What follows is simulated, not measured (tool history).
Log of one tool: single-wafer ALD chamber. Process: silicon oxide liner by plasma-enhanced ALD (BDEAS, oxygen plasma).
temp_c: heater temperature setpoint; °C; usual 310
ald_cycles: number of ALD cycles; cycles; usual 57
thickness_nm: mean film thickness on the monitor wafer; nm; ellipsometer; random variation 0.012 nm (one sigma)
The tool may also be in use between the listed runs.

run,hour,temp_c,ald_cycles,"read-back reference wafer on the same gauge, thickness_nm",thickness_nm
1,0,310,57,5.605,4.829
2,10.8,310,57,5.6,4.837
3,25.1,298,62,5.596,5.383
# hour 25.4: gauge calibrated
4,35.7,298,62,5.675,5.449
5,52.4,310,57,5.674,4.881
6,59.6,310,57,5.674,4.905
7,71.8,319,49,5.673,4.148
8,81.1,319,49,5.671,4.136
9,92.4,319,49,5.669,4.15
10,110.2,310,61,5.668,5.249
11,122.1,310,61,5.665,5.236
12,137.9,310,61,5.669,5.227
13,144.7,301,64,5.666,5.571
14,152.9,301,64,5.664,5.554
15,161.5,301,64,5.663,5.532
16,175.1,310,57,5.658,4.898
17,181.8,310,57,5.658,4.871
18,190.6,310,57,5.657,4.887
19,207.8,310,57,5.652,4.87
20,247.9,313,63,5.646,5.348
21,264.2,313,63,5.637,5.37
22,275.1,303,53,5.633,4.589
23,288.4,310,57,5.629,4.861
24,300.1,319,49,5.625,4.111
25,312.6,302,57,5.619,4.911
26,327.2,310,57,5.615,4.851
27,352.1,310,57,5.602,4.834
# hour 363.8: gauge calibrated
28,367,322,57,5.67,4.792
29,380.1,310,57,5.669,4.906
30,394.3,297,57,5.666,5.027
31,408.6,304,49,5.669,4.249
32,419.2,295,52,5.667,4.613
33,426.6,302,47,5.667,4.088
# hour 453.7: thermocouple changed; heater temperature recalibrated
34,475.6,325,62,5.662,5.191
35,482,322,47,5.659,3.944
36,491.9,310,57,5.657,4.888
37,509.8,310,46,5.654,3.929
38,516.3,310,57,5.651,4.877
39,525.7,321,61,5.649,5.11
40,536.4,310,57,5.648,4.874
41,546.5,310,57,5.644,4.864
42,557.7,304,53,5.643,4.558
43,574.8,310,47,5.638,4.013
44,587.2,310,49,5.634,4.19

The same runs without the tool's hidden state, with the same run-to-run variation:
The hidden state here: wafer temperature above the value expected at the setpoint (K); gauge reads high (%).
run,thickness_nm
1,4.883
2,4.895
3,5.453
4,5.444
5,4.877
6,4.901
7,4.146
8,4.134
9,4.148
10,5.249
11,5.237
12,5.23
13,5.575
14,5.56
15,5.539
16,4.907
17,4.881
18,4.898
19,4.884
20,5.374
21,5.401
22,4.618
23,4.896
24,4.144
25,4.955
26,4.899
27,4.891
28,4.794
29,4.908
30,5.03
31,4.252
32,4.616
33,4.091
34,5.201
35,3.952
36,4.9
37,3.941
38,4.893
39,5.128
40,4.893
41,4.886
42,4.58
43,4.035
44,4.216

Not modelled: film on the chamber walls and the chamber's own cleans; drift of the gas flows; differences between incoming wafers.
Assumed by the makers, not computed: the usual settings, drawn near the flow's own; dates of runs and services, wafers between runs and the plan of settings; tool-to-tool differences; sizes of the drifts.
